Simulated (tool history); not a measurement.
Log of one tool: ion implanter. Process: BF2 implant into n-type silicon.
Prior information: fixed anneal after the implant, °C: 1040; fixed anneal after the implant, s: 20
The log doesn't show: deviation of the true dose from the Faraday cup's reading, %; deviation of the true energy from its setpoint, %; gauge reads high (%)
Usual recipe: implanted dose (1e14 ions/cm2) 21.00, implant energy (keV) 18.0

| run | hour | implanted dose (1e14 ions/cm2) | implant energy (keV) | wafers since the last listed run | hours since the last dose calibration | hours since the extraction supply was calibrated | hours since the gauge calibration | read-back reference wafer on the same gauge, sheet resistance | sheet resistance of the implanted and annealed layer (ohm/square) |
|---|---|---|---|---|---|---|---|---|---|
| 1 | 0.0 | 17.94 | 18.0 | 0 | 1127.9 | 2865.4 | 149.8 | 112.98 | 125.60 |
| 2 | 35.9 | 17.94 | 18.0 | 665 | 1163.8 | 2901.3 | 185.7 | 113.03 | 125.26 |
| 3 | 62.1 | 17.94 | 18.0 | 485 | 1190.0 | 2927.5 | 211.9 | 113.01 | 125.00 |
| 4 | 84.1 | 21.00 | 22.0 | 407 | 1212.0 | 2949.5 | 233.9 | 113.02 | 114.54 |
| 5 | 105.7 | 21.00 | 22.0 | 400 | 1233.6 | 2971.1 | 255.5 | 112.98 | 114.56 |
| 6 | 134.1 | 18.37 | 18.0 | 526 | 1262.0 | 2999.5 | 283.9 | 113.05 | 125.00 |
| 7 | 164.5 | 21.00 | 18.0 | 563 | 1292.4 | 3029.9 | 314.3 | 112.99 | 122.09 |
|  | 172.9 | Faraday cup replaced and dose calibrated |
| 8 | 190.5 | 17.94 | 18.0 | 333 | 17.6 | 3055.9 | 340.3 | 112.98 | 125.28 |
| 9 | 283.9 | 25.60 | 16.5 | 1732 | 111.0 | 3149.3 | 433.7 | 112.98 | 123.11 |
|  | 307.1 | gauge calibrated |
| 10 | 339.4 | 17.08 | 22.5 | 1029 | 166.5 | 3204.8 | 32.3 | 113.01 | 117.42 |
| 11 | 366.5 | 23.81 | 13.0 | 502 | 193.6 | 3231.9 | 59.4 | 113.00 | 132.55 |
|  | 406.8 | extraction supply calibrated |
| 12 | 469.7 | 26.77 | 23.0 | 1765 | 296.8 | 62.9 | 162.6 | 112.94 | 109.72 |
| 13 | 498.6 | 21.00 | 18.0 | 535 | 325.7 | 91.8 | 191.5 | 112.95 | 122.47 |
| 14 | 534.1 | 24.56 | 21.0 | 658 | 361.2 | 127.3 | 227.0 | 113.01 | 114.34 |
| 15 | 548.3 | 21.00 | 18.0 | 263 | 375.4 | 141.5 | 241.2 | 112.97 | 122.34 |

Take each entry between the runs: how does the hidden state at the last listed run before it differ from the hidden state at the first listed run after it?
Runs 7 to 8: Faraday cup replaced and dose calibrated (hour 172.9)
  the hidden state is the same at both runs
Runs 9 to 10: gauge calibrated (hour 307.1)
  the hidden state is the same at both runs
Runs 11 to 12: extraction supply calibrated (hour 406.8)
  the hidden state is the same at both runs
